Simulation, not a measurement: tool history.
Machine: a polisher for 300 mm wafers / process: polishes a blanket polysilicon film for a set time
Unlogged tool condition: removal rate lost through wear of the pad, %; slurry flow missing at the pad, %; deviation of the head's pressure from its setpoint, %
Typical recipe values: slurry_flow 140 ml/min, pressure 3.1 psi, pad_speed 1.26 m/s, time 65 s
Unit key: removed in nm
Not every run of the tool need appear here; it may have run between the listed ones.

| run | hour | slurry_flow | pressure | pad_speed | time | wafers since the last listed run | wafers polished on this pad | hours since the slurry nozzle was cleaned | hours since the head pressure was calibrated | incoming thickness of the incoming film, nm | removed |
|---|---|---|---|---|---|---|---|---|---|---|---|
| 1 | 0.0 | 140 | 3.1 | 1.26 | 65 | 0 | 3859 | 610.4 | 209.7 | 2358.3 | 756.6 |
| 2 | 49.3 | 140 | 4.0 | 1.50 | 65 | 494 | 4354 | 659.7 | 259.0 | 2394.2 | 1105.4 |
| 3 | 116.4 | 140 | 4.0 | 1.50 | 65 | 673 | 5027 | 726.8 | 326.1 | 2396.5 | 1095.2 |
| 4 | 177.2 | 140 | 4.0 | 1.50 | 65 | 610 | 5638 | 787.6 | 386.9 | 2378.4 | 1094.1 |
|  | 231.6 | slurry nozzle cleaned |
| 5 | 280.2 | 140 | 3.1 | 1.26 | 65 | 1023 | 6662 | 48.6 | 489.9 | 2393.0 | 790.5 |
|  | 419.6 | worn pad replaced by a new one, of another model than before |
| 6 | 436.6 | 140 | 3.1 | 1.26 | 65 | 1529 | 170 | 205.0 | 646.3 | 2366.6 | 783.2 |
| 7 | 537.6 | 140 | 3.1 | 1.26 | 65 | 1013 | 1184 | 306.0 | 747.3 | 2393.1 | 784.9 |
| 8 | 624.9 | 140 | 3.1 | 1.26 | 65 | 876 | 2061 | 393.3 | 834.6 | 2370.5 | 782.5 |
| 9 | 692.6 | 140 | 3.1 | 1.26 | 65 | 679 | 2740 | 461.0 | 902.3 | 2355.7 | 818.3 |
|  | 793.2 | head pressure recalibrated |
| 10 | 799.9 | 140 | 3.1 | 1.26 | 65 | 1057 | 3797 | 568.3 | 6.7 | 2364.5 | 740.4 |
| 11 | 895.6 | 140 | 3.1 | 1.26 | 65 | 960 | 4758 | 664.0 | 102.4 | 2352.8 | 751.7 |
| 12 | 1001.4 | 140 | 3.1 | 1.26 | 65 | 1062 | 5820 | 769.8 | 208.2 | 2389.3 | 749.7 |
|  | 1058.9 | slurry nozzle cleaned |
| 13 | 1075.2 | 140 | 3.1 | 1.26 | 65 | 730 | 6551 | 16.3 | 282.0 | 2434.8 | 764.4 |
|  | 1141.4 | worn pad replaced by a new one |
| 14 | 1149.2 | 140 | 3.1 | 1.26 | 78 | 702 | 77 | 90.3 | 356.0 | 2415.3 | 901.4 |
| 15 | 1226.8 | 165 | 3.1 | 1.04 | 65 | 779 | 856 | 167.9 | 433.6 | 2438.2 | 676.6 |
| 16 | 1506.0 | 140 | 3.1 | 1.26 | 65 | 2802 | 3659 | 447.1 | 712.8 | 2433.3 | 772.3 |
| 17 | 1548.4 | 100 | 2.0 | 1.10 | 48 | 425 | 4085 | 489.5 | 755.2 | 2393.7 | 321.5 |
| 18 | 1623.5 | 105 | 4.1 | 1.06 | 82 | 753 | 4839 | 564.6 | 830.3 | 2376.3 | 925.2 |
| 19 | 1689.6 | 140 | 3.1 | 1.68 | 57 | 663 | 5502 | 630.7 | 896.4 | 2423.7 | 887.5 |
|  | 1772.7 | slurry nozzle cleaned |
| 20 | 1780.6 | 140 | 3.1 | 1.46 | 65 | 903 | 6406 | 7.9 | 987.4 | 2365.8 | 908.8 |
|  | 1797.0 | worn pad replaced by a new one |
| 21 | 1858.9 | 175 | 2.7 | 0.88 | 76 | 745 | 621 | 86.2 | 1065.7 | 2403.9 | 694.6 |
|  | 1868.0 | head pressure recalibrated |
| 22 | 1949.8 | 140 | 3.1 | 1.26 | 65 | 892 | 1513 | 177.1 | 81.8 | 2411.1 | 764.3 |
| 23 | 2006.7 | 140 | 3.1 | 1.26 | 65 | 571 | 2084 | 234.0 | 138.7 | 2404.2 | 777.5 |
| 24 | 2075.8 | 140 | 3.1 | 1.14 | 43 | 693 | 2778 | 303.1 | 207.8 | 2371.9 | 472.8 |
| 25 | 2254.3 | 140 | 3.1 | 1.26 | 65 | 1791 | 4570 | 481.6 | 386.3 | 2393.5 | 752.3 |
| 26 | 2349.1 | 140 | 3.9 | 1.54 | 83 | 951 | 5522 | 576.4 | 481.1 | 2360.4 | 1390.4 |
| 27 | 2434.3 | 155 | 2.2 | 1.10 | 49 | 855 | 6377 | 661.6 | 566.3 | 2431.0 | 427.9 |
| 28 | 2522.3 | 140 | 3.1 | 1.26 | 65 | 883 | 7260 | 749.6 | 654.3 | 2351.5 | 785.3 |
|  | 2526.8 | worn pad replaced by a new one |
|  | 2552.8 | slurry nozzle cleaned |
| 29 | 2569.7 | 140 | 3.1 | 1.26 | 65 | 425 | 420 | 16.9 | 701.7 | 2390.1 | 768.4 |
| 30 | 2631.3 | 100 | 3.4 | 1.06 | 43 | 618 | 1039 | 78.5 | 763.3 | 2361.2 | 410.9 |
| 31 | 2689.2 | 140 | 2.1 | 1.26 | 52 | 581 | 1620 | 136.4 | 821.2 | 2350.8 | 479.5 |
| 32 | 2742.8 | 140 | 2.3 | 1.26 | 65 | 538 | 2158 | 190.0 | 874.8 | 2385.7 | 643.5 |
|  | 2808.7 | head pressure recalibrated |
| 33 | 2848.8 | 155 | 2.3 | 1.26 | 65 | 1044 | 3202 | 296.0 | 40.1 | 2386.8 | 621.3 |
| 34 | 2910.6 | 140 | 4.0 | 1.50 | 65 | 620 | 3822 | 357.8 | 101.9 | 2371.8 | 1044.7 |
| 35 | 3005.9 | 140 | 3.1 | 0.96 | 65 | 956 | 4779 | 453.1 | 197.2 | 2381.9 | 613.2 |
| 36 | 3089.5 | 160 | 3.1 | 0.98 | 65 | 839 | 5618 | 536.7 | 280.8 | 2427.3 | 641.2 |
|  | 3177.6 | worn pad replaced by a new one |
|  | 3242.9 | slurry nozzle cleaned |
| 37 | 3301.9 | 140 | 3.1 | 1.26 | 65 | 2082 | 1237 | 59.0 | 493.2 | 2403.1 | 748.4 |

3 options for the next run, each taken on its own from the tool as it stands now. Forecast them:
| A | 3302.3 | 140 | 2.1 | 1.26 | 65 | 4 | 1241 | 59.4 | 493.6 | 2409.2 | ? |
| B | 3302.3 | 140 | 3.9 | 1.26 | 65 | 4 | 1241 | 59.4 | 493.6 | 2409.2 | ? |
| C | 3302.3 | 175 | 4.0 | 0.82 | 56 | 4 | 1241 | 59.4 | 493.6 | 2409.2 | ? |

| run | removed |
|---|---|
| A | 581.2 |
| B | 909.9 |
| C | 610.7 |
The same runs, with their run-to-run variation unchanged, on a tool lacking any hidden condition would have given:
| run | removed |
|---|---|
| A | 580.0 |
| B | 908.1 |
| C | 609.4 |
